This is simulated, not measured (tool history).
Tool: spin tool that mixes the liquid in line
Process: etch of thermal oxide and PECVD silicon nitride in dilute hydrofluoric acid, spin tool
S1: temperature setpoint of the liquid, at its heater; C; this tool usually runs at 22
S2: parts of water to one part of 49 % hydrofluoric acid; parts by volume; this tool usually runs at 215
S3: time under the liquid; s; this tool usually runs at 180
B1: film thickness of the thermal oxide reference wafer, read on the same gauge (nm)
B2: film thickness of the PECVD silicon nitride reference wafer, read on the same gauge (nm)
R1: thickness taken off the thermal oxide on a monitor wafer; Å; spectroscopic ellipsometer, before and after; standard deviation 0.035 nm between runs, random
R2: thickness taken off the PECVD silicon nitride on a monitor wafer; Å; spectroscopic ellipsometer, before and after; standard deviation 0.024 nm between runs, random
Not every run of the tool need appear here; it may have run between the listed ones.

run	hour	S1	S2	S3	B1	B2	R1	R2
1	0	22	215	180	137.964	29.556	35.08	24
2	121	22	215	180	137.423	29.443	34.66	23.56
3	177.8	22	215	180	137.109	29.368	34.69	23.82
# hour 207.2: hydrofluoric acid flow meter replaced
4	213.8	22	175	180	136.965	29.373	44.87	28.8
5	296.3	22	175	180	136.585	29.247	44.25	28.63
6	400.4	22	175	180	136.094	29.159	44.99	28.27
7	551.9	22	190	180	135.45	29.046	39.82	26.53
8	598.1	22	190	180	135.162	28.965	40.29	25.92
# hour 656.2: hydrofluoric acid flow meter replaced
# hour 675.5: gauge calibrated
9	677	22	190	180	140.134	30.011	41.37	27.38
10	718.4	22	135	180	139.91	29.966	60.87	37.57
11	801	22	175	180	139.551	29.912	45.9	29.42
12	866.9	22	215	180	139.186	29.806	35.09	23.92
13	944.1	20.5	115	250	138.855	29.755	96.56	55.4
14	999.9	23.5	250	180	138.611	29.705	30.84	22.56
15	1074.4	25.5	310	255	138.269	29.64	35.55	28.55
# hour 1092: thermometer replaced
# hour 1122.5: hydrofluoric acid flow meter replaced
16	1152.5	22	215	150	137.894	29.558	28.97	19.64
17	1207.5	20.5	115	250	137.678	29.475	94.23	55.61
18	1259.1	22	300	110	137.442	29.451	14.08	10.35
19	1366.2	24.5	215	180	136.901	29.35	37.94	27.45
20	1429.6	20	310	270	136.595	29.294	30.4	22.09

5 ways to go on from here, each from the tool as it stands after run 20. What would each give?
A	1430.1	22	305	180	?	?	?	?
B	1430.1	26.5	150	215	?	?	?	?
C	1430.1	22	215	250	?	?	?	?
D	1430.1	26.5	140	180	?	?	?	?
E	1430.1	19.5	260	180	?	?	?	?

run	B1	B2	R1	R2
A	136.626	29.243	22.44	16.72
B	136.626	29.243	75.58	53.49
C	136.626	29.243	48.24	32.7
D	136.626	29.243	68.63	47.98
E	136.626	29.243	25.04	16.66
Stripped of hidden state, with their random variation kept, the same runs would have yielded:
run	R1	R2
A	23	17.13
B	77.45	54.82
C	49.44	33.52
D	70.33	49.17
E	25.67	17.08
